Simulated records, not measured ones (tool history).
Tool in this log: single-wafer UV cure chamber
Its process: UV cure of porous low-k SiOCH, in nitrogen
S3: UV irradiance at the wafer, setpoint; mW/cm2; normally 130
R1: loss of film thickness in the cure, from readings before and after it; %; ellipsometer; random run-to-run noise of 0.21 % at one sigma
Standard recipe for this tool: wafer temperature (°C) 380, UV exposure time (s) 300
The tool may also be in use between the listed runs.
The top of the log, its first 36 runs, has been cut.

{"run": 37, "hour": 2776.0, "wafer temperature (°C)": 380, "UV exposure time (s)": 300, "S3": 130, "R1": 13.089}
{"run": 38, "hour": 2845.5, "wafer temperature (°C)": 395, "UV exposure time (s)": 400, "S3": 130, "R1": 14.666}
{"run": 39, "hour": 2915.4, "wafer temperature (°C)": 386, "UV exposure time (s)": 445, "S3": 130, "R1": 14.47}
{"run": 40, "hour": 2993.6, "wafer temperature (°C)": 374, "UV exposure time (s)": 245, "S3": 149, "R1": 12.05}
{"run": 41, "hour": 3099.0, "wafer temperature (°C)": 380, "UV exposure time (s)": 470, "S3": 146, "R1": 15.147}
{"run": 42, "hour": 3185.6, "wafer temperature (°C)": 368, "UV exposure time (s)": 425, "S3": 151, "R1": 14.908}
{"run": 43, "hour": 3255.7, "wafer temperature (°C)": 380, "UV exposure time (s)": 300, "S3": 107, "R1": 11.171}
{"run": 44, "hour": 3321.9, "wafer temperature (°C)": 380, "UV exposure time (s)": 300, "S3": 155, "R1": 13.153}
{"run": 45, "hour": 3369.0, "wafer temperature (°C)": 380, "UV exposure time (s)": 385, "S3": 130, "R1": 13.706}

What will run 46 give?
{"run": 46, "hour": 3411.1, "wafer temperature (°C)": 365, "UV exposure time (s)": 245, "S3": 130, "R1": "?"}

R1: 11.19 %
With no hidden state in the tool, this same run would have given R1 12.222 %.
